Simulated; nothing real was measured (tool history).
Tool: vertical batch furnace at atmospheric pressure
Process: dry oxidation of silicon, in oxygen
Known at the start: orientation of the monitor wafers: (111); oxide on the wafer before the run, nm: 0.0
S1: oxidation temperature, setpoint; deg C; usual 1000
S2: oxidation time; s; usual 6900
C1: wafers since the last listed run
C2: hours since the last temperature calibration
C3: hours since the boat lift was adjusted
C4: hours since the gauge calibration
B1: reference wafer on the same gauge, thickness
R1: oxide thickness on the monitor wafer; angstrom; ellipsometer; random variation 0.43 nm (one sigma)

run,hour,S1,S2,C1,C2,C3,C4,B1,R1
1,0,982,4260,0,3393.2,5308.1,32.5,120.86,642
2,11.4,982,4260,161,3404.6,5319.5,43.9,121.03,643
3,24,982,4260,178,3417.2,5332.1,56.5,120.91,646.8
4,44.1,1000,6900,284,3437.3,5352.2,76.6,120.96,1013.7
5,65.1,1000,6900,297,3458.3,5373.2,97.6,121.06,1017.6
6,83.2,1000,6900,256,3476.4,5391.3,115.7,121.2,1003.4
7,100.9,1005,6090,250,3494.1,5409,133.4,121.12,964.5
8,125.1,1005,6090,342,3518.3,5433.2,157.6,120.98,965.3
9,150.2,1000,6900,355,3543.4,5458.3,182.7,121.01,1017.2
10,194.5,975,9840,627,3587.7,5502.6,227,121.01,1065.5
11,214.1,986,4230,277,3607.3,5522.2,246.6,120.97,662.1
# hour 248.5: gauge calibrated
# hour 260.9: boat lift adjusted
# hour 273.1: thermocouples replaced and temperature profile calibrated
12,273.6,1019,10020,329,0.5,12.7,25.1,120.97,1464.5
13,284,987,4770,147,10.9,23.1,35.5,121.04,720.8
14,298.4,1000,6900,203,25.3,37.5,49.9,121.02,1016.3
15,315.3,1000,6900,239,42.2,54.4,66.8,121.04,1009.5
16,325.4,978,7800,143,52.3,64.5,76.9,121.15,936.8
17,336.3,1000,6900,154,63.2,75.4,87.8,121.08,1011.8
18,351.1,1012,4500,209,78,90.2,102.6,120.98,837.2

5 ways to go on from here, each from the tool as it stands after run 18. What would each give?
A,357.2,1000,9030,86,84.1,96.3,108.7,?,?
B,357.2,1014,5310,86,84.1,96.3,108.7,?,?
C,357.2,1000,4920,86,84.1,96.3,108.7,?,?
D,357.2,988,4650,86,84.1,96.3,108.7,?,?
E,357.2,1000,5640,86,84.1,96.3,108.7,?,?

run,B1,R1
A,120.95,1200.9
B,120.95,947.2
C,120.95,813.5
D,120.95,718.1
E,120.95,889.2
Without the tool's hidden state the same runs would have given:
run,R1
A,1200.9
B,947.2
C,813.5
D,718.1
E,889.2
